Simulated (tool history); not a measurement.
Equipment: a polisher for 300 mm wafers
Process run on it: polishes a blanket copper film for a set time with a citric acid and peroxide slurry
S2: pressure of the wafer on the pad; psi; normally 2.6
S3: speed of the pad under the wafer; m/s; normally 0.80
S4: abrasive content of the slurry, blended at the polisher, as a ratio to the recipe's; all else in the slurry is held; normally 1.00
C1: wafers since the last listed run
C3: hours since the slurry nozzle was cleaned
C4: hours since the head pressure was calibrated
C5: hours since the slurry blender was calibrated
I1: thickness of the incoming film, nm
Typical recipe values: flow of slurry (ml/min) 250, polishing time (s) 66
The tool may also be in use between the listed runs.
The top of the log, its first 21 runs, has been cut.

Run 22, hour 1631.0: usual settings but flow of slurry (ml/min) 170, S2 2.1 psi, S4 0.90; C1 221; wafers polished on this pad 4238; C3 510.7; C4 833.1; C5 448.5; I1 873.5. Result: film removed (Å) 747.
At hour 1680.4: worn pad replaced by a new one.
At hour 1700.1: head pressure recalibrated.
Run 23, hour 1796.8: usual settings but S3 0.92 m/s; C1 834; wafers polished on this pad 597; C3 676.5; C4 96.7; C5 614.3; I1 871.0. Result: film removed (Å) 1123.
At hour 1834.3: slurry nozzle cleaned.
Run 24, hour 1836.1: usual settings but S2 1.9 psi, S3 0.70 m/s; C1 199; wafers polished on this pad 797; C3 1.8; C4 136.0; C5 653.6; I1 896.7. Result: film removed (Å) 631.
At hour 1883.4: slurry blender recalibrated.
Run 25, hour 1940.3: usual settings but S4 0.90; C1 533; wafers polished on this pad 1331; C3 106.0; C4 240.2; C5 56.9; I1 875.5. Result: film removed (Å) 990.
Run 26, hour 2003.6: usual settings; C1 330; wafers polished on this pad 1661; C3 169.3; C4 303.5; C5 120.2; I1 891.3. Result: film removed (Å) 993.
Run 27, hour 2089.7: usual settings but S2 1.8 psi, S4 1.20; C1 449; wafers polished on this pad 2111; C3 255.4; C4 389.6; C5 206.3; I1 870.6. Result: film removed (Å) 736.
Run 28, hour 2162.0: usual settings; C1 377; wafers polished on this pad 2488; C3 327.7; C4 461.9; C5 278.6; I1 889.8. Result: film removed (Å) 999.
Run 29, hour 2213.0: usual settings but flow of slurry (ml/min) 330, S2 3.0 psi, S3 0.54 m/s, polishing time (s) 52; C1 266; wafers polished on this pad 2755; C3 378.7; C4 512.9; C5 329.6; I1 878.4. Result: film removed (Å) 642.
Run 30, hour 2316.9: usual settings but S2 2.3 psi, polishing time (s) 60; C1 542; wafers polished on this pad 3297; C3 482.6; C4 616.8; C5 433.5; I1 885.7. Result: film removed (Å) 795.
Run 31, hour 2397.4: usual settings; C1 420; wafers polished on this pad 3717; C3 563.1; C4 697.3; C5 514.0; I1 888.5. Result: film removed (Å) 980.

Here are 3 independent what-if runs from the current tool condition. What would each one return?
Run A, hour 2397.9: usual settings; C1 2; wafers polished on this pad 3720; C3 563.6; C4 697.8; C5 514.5; I1 880.9. Result: film removed (Å) ?.
Run B, hour 2397.9: usual settings but polishing time (s) 49; C1 2; wafers polished on this pad 3720; C3 563.6; C4 697.8; C5 514.5; I1 880.9. Result: film removed (Å) ?.
Run C, hour 2397.9: usual settings but flow of slurry (ml/min) 180, S2 1.8 psi, S3 0.92 m/s, polishing time (s) 44; C1 2; wafers polished on this pad 3720; C3 563.6; C4 697.8; C5 514.5; I1 880.9. Result: film removed (Å) ?.

run  film removed (Å)
  A               975
  B               724
  C               498
With the hidden condition removed and each run's random variation left untouched, the same runs would have given:
run  film removed (Å)
  A              1011
  B               750
  C               516
